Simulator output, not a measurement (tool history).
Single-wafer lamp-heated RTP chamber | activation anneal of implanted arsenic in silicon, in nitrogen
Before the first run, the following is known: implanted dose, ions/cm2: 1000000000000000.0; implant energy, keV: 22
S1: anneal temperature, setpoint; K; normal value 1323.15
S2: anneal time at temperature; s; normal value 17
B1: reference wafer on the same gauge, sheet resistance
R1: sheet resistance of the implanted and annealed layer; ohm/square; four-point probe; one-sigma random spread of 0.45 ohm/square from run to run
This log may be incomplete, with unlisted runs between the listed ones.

run,hour,S1,S2,B1,R1
1,0,1323.15,17,97.94,112.31
2,70.7,1323.15,17,98.01,112.22
3,114.3,1323.15,17,97.97,111.64
# hour 159.5: pyrometer window cleaned and pyrometer calibrated
4,169.4,1323.15,17,97.98,114.32
5,235.7,1323.15,17,98,114.78
# hour 273.7: gauge calibrated
# hour 303: reflector plate cleaned
6,305.7,1323.15,17,98.07,114.12
7,373.7,1312.15,17,98.09,115.73
8,435.6,1309.15,7,97.98,123.48
9,504.8,1349.15,12,98,111.9
# hour 552.5: pyrometer window cleaned and pyrometer calibrated
10,553,1323.15,17,97.99,113.85
11,616.2,1323.15,17,98,113.81
12,647.4,1294.15,8,97.92,126.34
13,672.2,1323.15,21,97.92,112.44
14,714.5,1298.15,17,97.97,118.34

Exercise: give the hidden state of the tool at every run:
wafer temperature error from the tarnished reflector plate, K: 0, the same for each run
gauge reads high (%): 0, the same for each run
H1: true wafer temperature minus pyrometer reading, K
run,H1
1,7.9
2,11
3,13.3
4,0.951
5,1.29
6,2.22
7,3.67
8,5.48
9,8.03
10,1.7
11,1.94
12,2.24
13,2.55
14,3.26
